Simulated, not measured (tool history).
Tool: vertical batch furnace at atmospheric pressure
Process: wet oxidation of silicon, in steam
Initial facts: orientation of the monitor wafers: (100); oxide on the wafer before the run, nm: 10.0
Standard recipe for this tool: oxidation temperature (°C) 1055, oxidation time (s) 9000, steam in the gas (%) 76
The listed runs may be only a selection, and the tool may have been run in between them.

run     day  oxidation temperature (°C)  oxidation time (s)  steam in the gas (%)  read-back reference wafer on the same gauge, thickness  oxide thickness on the monitor wafer (nm)
  1   0.000                        1055                5820                    84                                                  788.93                                     725.82
  2   1.225                        1055                5820                    84                                                  789.25                                     724.81
  3   2.017                        1055                5820                    84                                                  789.04                                     725.19
  4   3.229                        1055                9000                    76                                                  789.35                                     878.61
  5   4.675                        1055                9000                    76                                                  788.72                                     877.54
  6   5.996                        1055                9000                    76                                                  789.45                                     882.99
  7   6.929                        1055                9000                    76                                                  789.92                                     880.16
  8   7.762                        1055                9000                    76                                                  789.05                                     885.63
  9   8.279                        1055               11820                    76                                                  789.08                                    1022.03
 10   9.412                        1055               11820                    76                                                  789.12                                    1024.14
 11   9.933                        1038                9000                    76                                                  788.80                                     816.13
 12  10.562                        1046                9000                    76                                                  788.62                                     843.24
 13  11.542                        1055                9000                    76                                                  789.80                                     880.83
 14  13.221                        1055                9000                    76                                                  789.70                                     879.15
 15  13.454                        1073               12150                    76                                                  789.53                                    1119.18
 16  14.083                        1044                6300                    71                                                  789.28                                     648.30
 17  15.017                        1055               11670                    76                                                  789.23                                    1022.16
 18  15.904                        1064                9000                    86                                                  789.19                                     977.66
 19  16.883                        1055                9000                    82                                                  788.56                                     914.53
 20  17.588                        1055                9000                    83                                                  788.53                                     919.41
 21  18.358                        1075               10350                    80                                                  789.17                                    1057.39
 22  19.304                        1055                9000                    76                                                  788.70                                     877.90
 23  20.762                        1055                9000                    76                                                  789.05                                     873.59
 24  21.612                        1039                7560                    65                                                  789.84                                     669.30
 25  22.888                        1055                9000                    76                                                  788.29                                     876.89
 26  24.550                        1055                9000                    76                                                  789.28                                     916.37
 27  25.633                        1063                9000                    69                                                  788.84                                     899.10
 28  26.829                        1076                9000                    76                                                  789.38                                    1005.13
 29  31.121                        1069                4770                    76                                                  789.07                                     674.89
 30  33.467                        1055                9000                    76                                                  788.97                                     912.17
 31  34.458                        1055                9000                    76                                                  788.52                                     916.26
 32  35.308                        1055                9000                    86                                                  789.65                                     982.21
 33  35.829                        1067                9000                    72                                                  789.48                                     931.88
 34  36.717                        1055                9000                    71                                                  788.68                                     876.06
 35  38.117                        1055                9000                    76                                                  788.86                                     913.84
 36  39.038                        1055                5070                    85                                                  788.75                                     699.00
 37  40.262                        1074                4890                    84                                                  787.99                                     742.21
 38  41.362                        1055                5280                    80                                                  790.11                                     692.68

Not shown here: 3 entries made in the log between runs. Locate each between two listed runs and compare the hidden state at the listed run before it with the hidden state at the listed run after it:
In the gap between runs 13 and 14: thermocouples replaced and temperature profile calibrated (day 13.200)
  steam share off its setpoint, % of the setpoint: -8.07 -> -8.16
  the result without the hidden state subtracted from the measured one, oxide thickness on the monitor wafer (nm): -43.32 -> -43.79
In the gap between runs 25 and 26: steam generator serviced (day 24.529)
  steam share off its setpoint, % of the setpoint: -8.72 -> -0.309
  the result without the hidden state subtracted from the measured one, oxide thickness on the monitor wafer (nm): -46.89 -> -1.61
In the gap between runs 27 and 28: gauge calibrated (day 26.358)
  steam share off its setpoint, % of the setpoint: -0.371 -> -0.44
  the result without the hidden state subtracted from the measured one, oxide thickness on the monitor wafer (nm): -1.89 -> -2.45
